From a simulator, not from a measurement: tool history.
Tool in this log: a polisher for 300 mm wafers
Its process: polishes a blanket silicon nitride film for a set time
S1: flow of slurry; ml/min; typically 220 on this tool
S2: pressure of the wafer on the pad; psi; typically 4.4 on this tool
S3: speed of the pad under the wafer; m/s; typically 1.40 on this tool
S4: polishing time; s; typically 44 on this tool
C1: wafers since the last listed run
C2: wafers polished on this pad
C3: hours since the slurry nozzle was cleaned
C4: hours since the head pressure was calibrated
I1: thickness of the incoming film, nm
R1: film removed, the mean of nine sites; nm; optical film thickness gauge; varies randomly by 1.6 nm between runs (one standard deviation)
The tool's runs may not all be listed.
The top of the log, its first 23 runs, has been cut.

| run | day | S1 | S2 | S3 | S4 | C1 | C2 | C3 | C4 | I1 | R1 |
|---|---|---|---|---|---|---|---|---|---|---|---|
| 24 | 22.338 | 240 | 5.5 | 1.40 | 44 | 181 | 455 | 545.0 | 220.7 | 402.6 | 190.3 |
|  | 22.412 | slurry nozzle cleaned |
| 25 | 23.142 | 185 | 3.1 | 1.72 | 49 | 144 | 599 | 17.5 | 240.0 | 415.4 | 124.1 |
| 26 | 24.121 | 220 | 4.4 | 1.40 | 59 | 184 | 784 | 41.0 | 263.5 | 416.9 | 200.7 |
| 27 | 25.075 | 220 | 4.4 | 1.40 | 44 | 180 | 964 | 63.9 | 286.4 | 402.8 | 144.6 |
|  | 25.454 | worn pad replaced by a new one |
| 28 | 26.367 | 220 | 4.4 | 1.18 | 44 | 212 | 172 | 94.9 | 317.4 | 412.7 | 138.2 |
| 29 | 27.400 | 220 | 4.4 | 1.40 | 44 | 195 | 367 | 119.7 | 342.2 | 409.3 | 147.7 |
|  | 27.817 | head pressure recalibrated |
| 30 | 28.662 | 265 | 5.8 | 0.98 | 31 | 222 | 590 | 150.0 | 20.3 | 410.5 | 116.5 |
| 31 | 30.079 | 220 | 4.4 | 1.40 | 51 | 267 | 857 | 184.0 | 54.3 | 410.8 | 167.8 |
| 32 | 30.783 | 285 | 5.9 | 1.40 | 44 | 133 | 990 | 200.9 | 71.2 | 406.5 | 203.1 |
| 33 | 31.658 | 220 | 5.3 | 1.62 | 40 | 165 | 1156 | 221.9 | 92.2 | 410.0 | 172.9 |
| 34 | 32.208 | 250 | 4.4 | 1.40 | 32 | 103 | 1259 | 235.1 | 105.4 | 410.0 | 107.9 |

Forecast each of these 3 alternatives for the next run:
| A | 32.225 | 220 | 4.4 | 1.40 | 48 | 3 | 1263 | 235.5 | 105.8 | 411.2 | ? |
| B | 32.225 | 220 | 3.0 | 1.40 | 55 | 3 | 1263 | 235.5 | 105.8 | 411.2 | ? |
| C | 32.225 | 195 | 5.7 | 1.26 | 44 | 3 | 1263 | 235.5 | 105.8 | 411.2 | ? |

| run | R1 |
|---|---|
| A | 158.5 |
| B | 123.9 |
| C | 174.0 |
Without the tool's hidden state the same runs would have given:
| run | R1 |
|---|---|
| A | 166.3 |
| B | 130.0 |
| C | 182.6 |

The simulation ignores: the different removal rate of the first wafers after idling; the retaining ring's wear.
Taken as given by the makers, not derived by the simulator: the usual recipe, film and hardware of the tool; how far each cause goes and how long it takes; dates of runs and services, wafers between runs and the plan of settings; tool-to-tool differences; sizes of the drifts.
